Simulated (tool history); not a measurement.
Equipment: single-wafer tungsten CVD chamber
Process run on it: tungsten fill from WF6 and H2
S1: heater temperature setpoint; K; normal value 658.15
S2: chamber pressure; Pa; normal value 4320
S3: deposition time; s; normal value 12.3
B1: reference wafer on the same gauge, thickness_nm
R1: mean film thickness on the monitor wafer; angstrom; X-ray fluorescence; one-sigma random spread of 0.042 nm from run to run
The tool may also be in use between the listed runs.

{"run": 1, "hour": 0.0, "S1": 658.15, "S2": 4320, "S3": 13.7, "B1": 26.19, "R1": 324.57}
{"run": 2, "hour": 27.1, "S1": 650.15, "S2": 4320, "S3": 12.3, "B1": 26.189, "R1": 252.85}
{"run": 3, "hour": 48.6, "S1": 650.15, "S2": 4320, "S3": 12.3, "B1": 26.204, "R1": 254.12}
{"run": 4, "hour": 73.1, "S1": 658.15, "S2": 4933, "S3": 12.3, "B1": 26.184, "R1": 306.96}
{"run": 5, "hour": 85.6, "S1": 658.15, "S2": 4933, "S3": 12.3, "B1": 26.208, "R1": 307.11}
{"run": 6, "hour": 98.6, "S1": 658.15, "S2": 4933, "S3": 12.3, "B1": 26.184, "R1": 307.37}
{"run": 7, "hour": 117.5, "S1": 658.15, "S2": 4320, "S3": 12.3, "B1": 26.201, "R1": 294.14}
{"run": 8, "hour": 150.9, "S1": 658.15, "S2": 4320, "S3": 12.3, "B1": 26.203, "R1": 295.07}
{"run": 9, "hour": 178.3, "S1": 658.15, "S2": 4320, "S3": 12.3, "B1": 26.195, "R1": 294.63}
{"hour": 191.3, "done": "showerhead replaced"}
{"run": 10, "hour": 194.0, "S1": 658.15, "S2": 4320, "S3": 12.3, "B1": 26.199, "R1": 294.6}
{"run": 11, "hour": 217.2, "S1": 670.15, "S2": 4320, "S3": 13.1, "B1": 26.198, "R1": 385.9}
{"run": 12, "hour": 235.3, "S1": 658.15, "S2": 4320, "S3": 13.7, "B1": 26.198, "R1": 330.68}
{"hour": 244.7, "done": "capacitance manometer re-zeroed and calibrated"}
{"run": 13, "hour": 251.6, "S1": 658.15, "S2": 4320, "S3": 12.3, "B1": 26.192, "R1": 287.36}
{"hour": 266.3, "done": "thermocouple changed; heater temperature recalibrated"}
{"run": 14, "hour": 271.4, "S1": 658.15, "S2": 4320, "S3": 12.3, "B1": 26.205, "R1": 275.17}
{"run": 15, "hour": 350.6, "S1": 650.15, "S2": 3973, "S3": 12.3, "B1": 26.209, "R1": 232.03}
{"hour": 383.7, "done": "gauge calibrated"}
{"run": 16, "hour": 385.3, "S1": 671.15, "S2": 4320, "S3": 12.3, "B1": 26.197, "R1": 344.08}
{"run": 17, "hour": 401.2, "S1": 671.15, "S2": 5093, "S3": 13, "B1": 26.206, "R1": 384.42}
{"run": 18, "hour": 418.1, "S1": 658.15, "S2": 4320, "S3": 12.3, "B1": 26.203, "R1": 275.69}
{"run": 19, "hour": 447.6, "S1": 652.15, "S2": 3600, "S3": 13.8, "B1": 26.189, "R1": 261.99}
{"run": 20, "hour": 460.0, "S1": 658.15, "S2": 4680, "S3": 12.3, "B1": 26.196, "R1": 283.4}
{"run": 21, "hour": 482.9, "S1": 658.15, "S2": 4640, "S3": 12.3, "B1": 26.192, "R1": 283.35}

Each row is a separate what-if for the run after 21, all from the same tool condition, not one after another. Results?
{"run": "A", "hour": 483.3, "S1": 658.15, "S2": 4320, "S3": 12.3, "B1": "?", "R1": "?"}
{"run": "B", "hour": 483.3, "S1": 658.15, "S2": 4666, "S3": 12.3, "B1": "?", "R1": "?"}
{"run": "C", "hour": 483.3, "S1": 658.15, "S2": 4720, "S3": 12.3, "B1": "?", "R1": "?"}

run=A B1=26.187 R1=276.34
run=B B1=26.187 R1=283.7
run=C B1=26.187 R1=284.82
With no hidden state in the tool, these same runs would have given:
run=A R1=277.53
run=B R1=284.93
run=C R1=286.05

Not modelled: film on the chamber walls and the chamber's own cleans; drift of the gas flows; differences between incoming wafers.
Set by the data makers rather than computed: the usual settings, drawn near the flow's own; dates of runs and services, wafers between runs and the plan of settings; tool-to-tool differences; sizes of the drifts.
